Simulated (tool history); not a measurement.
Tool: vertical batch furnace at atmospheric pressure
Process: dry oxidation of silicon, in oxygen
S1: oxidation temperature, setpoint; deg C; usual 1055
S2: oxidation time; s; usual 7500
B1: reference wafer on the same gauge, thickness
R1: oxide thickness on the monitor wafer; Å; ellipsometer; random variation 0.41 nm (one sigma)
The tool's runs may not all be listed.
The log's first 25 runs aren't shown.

{"run": 26, "hour": 1883.8, "S1": 1055, "S2": 7500, "B1": 134.17, "R1": 1185.2}
{"run": 27, "hour": 1929.0, "S1": 1074, "S2": 10290, "B1": 134.0, "R1": 1645.1}
{"run": 28, "hour": 2007.5, "S1": 1055, "S2": 7500, "B1": 134.09, "R1": 1188.0}
{"run": 29, "hour": 2083.0, "S1": 1055, "S2": 10650, "B1": 133.86, "R1": 1480.1}
{"run": 30, "hour": 2155.3, "S1": 1055, "S2": 7500, "B1": 133.98, "R1": 1180.1}
{"run": 31, "hour": 2194.6, "S1": 1063, "S2": 10800, "B1": 134.03, "R1": 1573.5}
{"run": 32, "hour": 2232.1, "S1": 1047, "S2": 7500, "B1": 133.99, "R1": 1115.6}
{"run": 33, "hour": 2268.9, "S1": 1055, "S2": 7500, "B1": 134.04, "R1": 1186.9}

3 ways to go on from here, each from the tool as it stands after run 33. What would each give?
{"run": "A", "hour": 2274.7, "S1": 1055, "S2": 7500, "B1": "?", "R1": "?"}
{"run": "B", "hour": 2274.7, "S1": 1074, "S2": 9840, "B1": "?", "R1": "?"}
{"run": "C", "hour": 2274.7, "S1": 1071, "S2": 3750, "B1": "?", "R1": "?"}

run=A B1=134.18 R1=1185.7
run=B B1=134.18 R1=1601.7
run=C B1=134.18 R1=875.9
Without the tool's hidden state the same runs would have given:
run=A R1=1188.5
run=B R1=1605.2
run=C R1=877.9

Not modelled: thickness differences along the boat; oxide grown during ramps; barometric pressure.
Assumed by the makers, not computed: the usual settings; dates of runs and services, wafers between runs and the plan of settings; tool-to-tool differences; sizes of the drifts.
